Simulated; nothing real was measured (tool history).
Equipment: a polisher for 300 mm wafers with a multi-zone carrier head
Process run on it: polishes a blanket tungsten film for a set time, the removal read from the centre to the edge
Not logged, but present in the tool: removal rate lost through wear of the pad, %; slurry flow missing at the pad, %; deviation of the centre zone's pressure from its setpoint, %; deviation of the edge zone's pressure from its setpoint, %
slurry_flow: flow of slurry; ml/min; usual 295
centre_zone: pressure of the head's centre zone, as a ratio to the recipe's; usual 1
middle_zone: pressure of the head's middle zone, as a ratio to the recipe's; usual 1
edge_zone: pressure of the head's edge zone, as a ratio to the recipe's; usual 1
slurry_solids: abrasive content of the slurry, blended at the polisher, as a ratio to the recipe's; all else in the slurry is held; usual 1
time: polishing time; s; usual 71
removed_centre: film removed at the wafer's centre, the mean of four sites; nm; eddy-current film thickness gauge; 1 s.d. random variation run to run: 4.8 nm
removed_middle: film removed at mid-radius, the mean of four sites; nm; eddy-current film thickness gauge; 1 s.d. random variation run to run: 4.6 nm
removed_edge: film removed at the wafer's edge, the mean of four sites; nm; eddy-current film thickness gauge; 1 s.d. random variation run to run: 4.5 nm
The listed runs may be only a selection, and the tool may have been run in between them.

run,hour,slurry_flow,centre_zone,middle_zone,edge_zone,slurry_solids,time,wafers since the last listed run,wafers polished on this pad,hours since the slurry nozzle was cleaned,hours since the centre zone pressure was calibrated,hours since the edge zone pressure was calibrated,hours since the carrier head's membrane was replaced,"incoming thickness of the incoming film, nm",removed_centre,removed_middle,removed_edge
1,0,295,1,1,1,1,71,0,576,24.2,1025.9,31.8,838.8,1462.1,354,374.7,360.7
2,12.4,295,1,1,1,1,71,140,716,36.6,1038.3,44.2,851.2,1483.5,358.1,363.9,348.5
3,23.6,295,1,1.04,1.1,1.2,71,126,843,47.8,1049.5,55.4,862.4,1445.3,356.7,377.7,380.2
4,36.4,295,0.94,0.9,1,1,52,145,988,60.6,1062.3,68.2,875.2,1464.2,238.7,245.3,254.5
# hour 51.9: carrier head's membrane replaced by a new one
# hour 52: worn pad replaced by a new one, repeated, since the last time left the tool worse
5,83.7,295,1,1,1.09,1,71,477,359,107.9,1109.6,115.5,31.8,1451,401.8,409.3,423
6,93.1,295,1,1,1,1,71,106,465,117.3,1119,124.9,41.2,1465,401,412.9,399.4
7,103.7,295,1.1,1.06,0.89,1,49,120,586,127.9,1129.6,135.5,51.8,1475.6,298,294.3,260.6
8,114.1,295,1,0.91,0.91,1.25,78,117,703,138.3,1140,145.9,62.2,1474.5,452.7,443.5,435.6
9,124.5,295,1,1,1,1,63,117,821,148.7,1150.4,156.3,72.6,1448.3,353.5,356.5,344.1
# hour 138.5: worn pad replaced by a new one
10,139,295,1,1,1,0.85,71,118,5,163.2,1164.9,170.8,87.1,1460.4,389.8,406.4,393.1
# hour 146.8: centre zone pressure recalibrated
11,186.7,295,1,1,1,1,85,517,523,210.9,39.9,218.5,134.8,1441.4,474.9,490.7,476.8
12,204.2,295,1,1,1,1,71,198,721,228.4,57.4,236,152.3,1482.7,396.8,401.4,389.6
13,221.9,235,1.05,1,1,0.75,71,200,922,246.1,75.1,253.7,170,1463.6,382.2,367.5,363.9
# hour 227: worn pad replaced by a new one
14,228.2,295,1,1.04,1,1,71,26,13,252.4,81.4,260,176.3,1463.3,405.3,418.1,407.1
15,236.6,295,1,1,0.91,1,71,95,109,260.8,89.8,268.4,184.7,1471.6,409.4,413.7,389.9
16,245,370,1.1,1,1,1,71,95,204,269.2,98.2,276.8,193.1,1448.1,451.4,415.4,407.2
17,255.4,345,1,1.1,1.08,1,71,117,322,279.6,108.6,287.2,203.5,1464,414.8,433.7,420.1
18,267.7,295,1,1,1,1,71,139,461,291.9,120.9,299.5,215.8,1469.9,394,415.8,394.5
19,277.9,295,1.07,1,1,0.75,79,115,576,302.1,131.1,309.7,226,1460.3,455,421,416.2
20,289.5,295,1.12,1.05,1,1,71,131,708,313.7,142.7,321.3,237.6,1456.3,431.1,415.1,393.2

5 ways to go on from here, each from the tool as it stands after run 20. What would each give?
A,289.9,295,1,0.9,1,1,71,4,712,314.1,143.1,321.7,238,1473.2,?,?,?
B,289.9,295,0.96,1,1,1,71,4,712,314.1,143.1,321.7,238,1473.2,?,?,?
C,289.9,325,1.06,1,1.05,1,54,4,712,314.1,143.1,321.7,238,1473.2,?,?,?
D,289.9,295,1,0.88,1,1,71,4,712,314.1,143.1,321.7,238,1473.2,?,?,?
E,289.9,235,0.92,1,1,1,55,4,712,314.1,143.1,321.7,238,1473.2,?,?,?

run,removed_centre,removed_middle,removed_edge
A,389.9,370.8,394.1
B,374.4,393.5,393.7
C,317.4,301.5,308.6
D,389.9,366.2,394.2
E,271.6,298.7,300.3
What these runs would have given with no unlogged condition in the tool:
run,removed_centre,removed_middle,removed_edge
A,406.2,386.2,410.6
B,390,410,410.2
C,330.6,314.1,321.4
D,406.1,381.5,410.6
E,282.9,311.2,312.8
